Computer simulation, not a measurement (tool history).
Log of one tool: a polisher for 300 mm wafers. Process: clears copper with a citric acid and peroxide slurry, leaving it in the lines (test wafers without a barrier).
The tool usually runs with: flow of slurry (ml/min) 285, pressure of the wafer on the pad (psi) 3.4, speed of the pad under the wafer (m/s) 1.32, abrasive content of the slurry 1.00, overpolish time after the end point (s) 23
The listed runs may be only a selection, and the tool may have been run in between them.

run,hour,flow of slurry (ml/min),pressure of the wafer on the pad (psi),speed of the pad under the wafer (m/s),abrasive content of the slurry,overpolish time after the end point (s),"incoming thickness of the incoming film, nm",time until the end point was called (s),dishing of a wide line in a test structure (nm)
1,0.0,285,3.4,1.32,0.85,23,508.6,161.5,41.3
2,21.8,285,3.4,1.32,0.85,23,506.6,160.7,41.4
3,52.6,285,3.4,1.32,1.00,23,509.0,154.3,41.0
4,84.3,285,3.4,1.32,1.00,23,502.4,159.5,40.2
5,113.9,285,3.4,1.32,1.00,23,508.6,170.4,38.7
# hour 138.0: slurry blender recalibrated
# hour 141.8: worn pad replaced by a new one
6,146.5,260,3.4,1.32,1.00,23,508.1,147.5,42.3
7,172.5,285,3.4,1.32,1.00,23,513.3,143.8,43.0
8,194.3,285,2.4,1.10,1.20,23,501.2,213.0,32.2
9,226.5,285,3.4,1.32,0.85,23,506.7,156.7,40.9
10,261.0,285,3.9,1.32,1.20,15,503.4,127.2,34.8
11,296.9,340,3.4,1.76,0.90,30,508.3,120.6,57.0
# hour 308.2: head pressure recalibrated
12,331.8,350,4.4,1.32,1.00,23,506.1,130.4,47.4
# hour 351.2: slurry nozzle cleaned
13,366.5,285,4.4,1.32,1.00,10,502.8,138.8,24.6
# hour 378.5: slurry blender recalibrated
14,379.4,285,3.4,1.32,1.00,23,504.3,147.4,43.4
# hour 396.6: worn pad replaced by a new one
15,402.4,285,3.4,1.74,0.80,23,509.4,120.6,49.7
16,418.5,285,4.4,1.32,1.00,10,505.9,118.9,27.2
17,434.4,285,4.5,1.04,1.00,23,500.7,145.5,43.8
18,460.6,350,2.6,1.04,1.00,14,502.4,222.6,20.6
19,489.9,345,3.4,1.32,1.25,23,503.5,139.8,45.4
20,524.1,225,3.4,0.98,1.00,23,501.9,201.5,33.7
21,549.1,365,2.3,1.32,1.00,23,509.7,213.1,33.5
22,570.8,285,4.3,1.64,0.75,23,501.5,112.1,49.9
# hour 602.1: worn pad replaced by a new one
23,604.8,285,2.5,1.32,0.75,23,507.7,232.8,31.3
# hour 631.9: slurry blender recalibrated
24,635.2,350,4.4,1.32,1.00,23,504.3,115.9,50.7
25,653.1,285,2.5,1.32,0.75,23,500.5,198.7,34.2
26,679.5,285,3.4,1.60,0.80,32,509.2,135.4,56.7
27,710.0,240,3.9,1.32,1.15,34,504.1,129.4,59.0

Forecast each of these 5 alternatives for the next run:
A,710.5,285,3.4,1.32,1.00,17,505.0,?,?
B,710.5,380,3.0,1.32,1.00,23,505.0,?,?
C,710.5,260,3.4,1.74,0.90,23,505.0,?,?
D,710.5,285,3.4,1.32,1.25,23,505.0,?,?
E,710.5,380,3.4,1.32,0.85,23,505.0,?,?

run,time until the end point was called (s),dishing of a wide line in a test structure (nm)
A,147.8,34.7
B,160.5,40.5
C,116.8,49.9
D,138.5,44.9
E,152.9,42.1
The same runs, with their run-to-run variation unchanged, on a tool lacking any hidden condition would have given:
run,time until the end point was called (s),dishing of a wide line in a test structure (nm)
A,145.8,35.1
B,158.3,40.9
C,115.2,50.3
D,136.5,45.3
E,150.8,42.5

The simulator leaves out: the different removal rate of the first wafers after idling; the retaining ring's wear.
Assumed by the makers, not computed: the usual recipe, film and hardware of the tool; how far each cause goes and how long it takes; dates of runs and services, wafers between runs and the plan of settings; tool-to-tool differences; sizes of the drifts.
